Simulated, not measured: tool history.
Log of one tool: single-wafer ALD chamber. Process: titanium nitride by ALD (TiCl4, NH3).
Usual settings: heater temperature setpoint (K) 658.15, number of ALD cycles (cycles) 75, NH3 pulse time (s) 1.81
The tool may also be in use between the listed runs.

run,day,heater temperature setpoint (K),number of ALD cycles (cycles),NH3 pulse time (s),"read-back reference wafer on the same gauge, thickness_nm",mean film thickness on the monitor wafer (angstrom)
1,0.000,658.15,75,1.24,1.781,15.71
2,1.221,658.15,75,1.24,1.781,15.72
3,2.192,658.15,75,1.24,1.780,15.70
4,5.883,658.15,75,1.81,1.778,15.98
5,7.233,658.15,75,1.81,1.783,16.03
6,8.396,658.15,75,1.81,1.779,16.10
7,9.475,658.15,75,1.81,1.778,16.05
8,10.242,658.15,75,1.81,1.778,16.01
9,11.242,658.15,75,1.81,1.782,16.04
10,11.758,658.15,75,1.81,1.779,16.08
11,12.888,658.15,75,1.81,1.779,16.02
# day 13.771: showerhead replaced
12,13.983,658.15,75,1.81,1.782,16.10
# day 15.462: thermocouple changed; heater temperature recalibrated
13,15.483,658.15,65,1.81,1.782,13.87
14,16.350,658.15,65,1.81,1.780,13.85
15,17.421,645.15,71,2.12,1.781,15.15
16,18.158,658.15,62,1.81,1.781,13.25
# day 18.350: gauge calibrated
17,18.892,671.15,87,2.12,1.780,19.06
18,20.112,662.15,75,1.81,1.780,16.12
19,21.575,658.15,75,1.81,1.779,15.96
20,22.188,664.15,87,1.81,1.780,18.70
21,22.779,654.15,75,1.81,1.779,15.96
22,24.238,658.15,67,2.04,1.780,14.40
23,25.208,666.15,70,2.41,1.779,15.31
24,29.325,658.15,75,1.81,1.781,16.08
25,30.129,667.15,63,1.39,1.778,13.39
26,30.975,658.15,75,1.81,1.781,16.03
27,32.158,644.15,71,1.60,1.782,14.76
28,33.517,672.15,62,2.01,1.779,13.44
29,34.329,663.15,86,2.03,1.780,18.60

5 ways to go on from here, each from the tool as it stands after run 29. What would each give?
A,34.354,658.15,75,2.36,?,?
B,34.354,670.15,75,1.34,?,?
C,34.354,658.15,61,2.41,?,?
D,34.354,670.15,64,1.81,?,?
E,34.354,658.15,75,1.27,?,?

run,"read-back reference wafer on the same gauge, thickness_nm",mean film thickness on the monitor wafer (angstrom)
A,1.780,16.16
B,1.780,15.91
C,1.780,13.16
D,1.780,13.77
E,1.780,15.63
Without the tool's hidden state the same runs would have given:
run,mean film thickness on the monitor wafer (angstrom)
A,16.16
B,15.91
C,13.16
D,13.77
E,15.63

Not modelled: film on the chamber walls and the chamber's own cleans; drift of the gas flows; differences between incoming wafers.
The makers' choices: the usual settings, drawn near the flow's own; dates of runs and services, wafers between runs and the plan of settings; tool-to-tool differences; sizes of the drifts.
